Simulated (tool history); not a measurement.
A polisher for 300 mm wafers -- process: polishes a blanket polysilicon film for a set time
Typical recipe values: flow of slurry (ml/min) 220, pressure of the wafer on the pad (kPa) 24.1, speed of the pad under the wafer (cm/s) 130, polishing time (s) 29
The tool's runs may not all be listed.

run    hour  flow of slurry (ml/min)  pressure of the wafer on the pad (kPa)  speed of the pad under the wafer (cm/s)  polishing time (s)  incoming thickness of the incoming film, nm  film removed (angstrom)
  1       0                      220                                    24.1                                      130                  29                                       1100.3                     3824
  2   107.4                      220                                    24.1                                      130                  29                                         1102                     3881
      173.6  -- slurry nozzle cleaned
  3     210                      220                                    24.1                                      130                  29                                       1114.1                     3892
      271.4  -- worn pad replaced by a new one
  4   278.1                      220                                    24.1                                      130                  29                                       1098.1                     3928
  5   378.3                      250                                    24.1                                      154                  29                                       1087.9                     4393
  6   482.4                      250                                    24.1                                      154                  29                                       1095.3                     4512
      497.7  -- head pressure recalibrated
  7     552                      220                                    24.1                                      116                  29                                       1091.1                     3623
      610.8  -- worn pad replaced by a new one
      612.6  -- slurry nozzle cleaned
  8   639.8                      220                                    24.1                                      116                  29                                       1106.9                     3573
  9   747.7                      220                                    24.1                                      116                  29                                       1110.8                     3642
 10   811.1                      220                                    24.1                                      130                  29                                       1110.8                     3898
 11     904                      220                                    24.1                                      130                  29                                       1105.9                     3900
      916.9  -- worn pad replaced by a new one
      990.4  -- slurry nozzle cleaned
 12   999.5                      220                                    17.2                                      130                  29                                       1093.9                     2786
 13  1057.8                      220                                    24.1                                      130                  29                                       1102.7                     3937
     1116.5  -- head pressure recalibrated
 14  1145.4                      220                                    24.1                                      130                  38                                         1107                     5021
 15  1214.5                      220                                    24.1                                      130                  29                                       1097.7                     3917
     1287.3  -- worn pad replaced by a new one
 16  1315.1                      220                                    24.1                                      130                  29                                       1096.9                     3842
     1373.5  -- slurry nozzle cleaned
 17  1412.4                      220                                    24.1                                      130                  21                                       1101.3                     2894
 18  1476.9                      240                                    24.1                                      130                  35                                         1107                     4726
 19  1532.9                      220                                    24.1                                      102                  32                                       1106.7                     3637
 20  1583.5                      220                                    22.1                                      130                  37                                       1113.6                     4585
 21  1626.5                      220                                    24.1                                      130                  29                                       1088.7                     3868
     1634.7  -- worn pad replaced by a new one
 22    1670                      265                                    29.6                                      150                  24                                       1100.2                     4524
 23  1710.4                      220                                    24.1                                      130                  29                                       1101.2                     3926

Hidden state, per run?
removal rate lost through wear of the pad, %: 0, the same for each run
slurry flow missing at the pad, %: 0, the same for each run
deviation of the head's pressure from its setpoint, %: 0, the same for each run

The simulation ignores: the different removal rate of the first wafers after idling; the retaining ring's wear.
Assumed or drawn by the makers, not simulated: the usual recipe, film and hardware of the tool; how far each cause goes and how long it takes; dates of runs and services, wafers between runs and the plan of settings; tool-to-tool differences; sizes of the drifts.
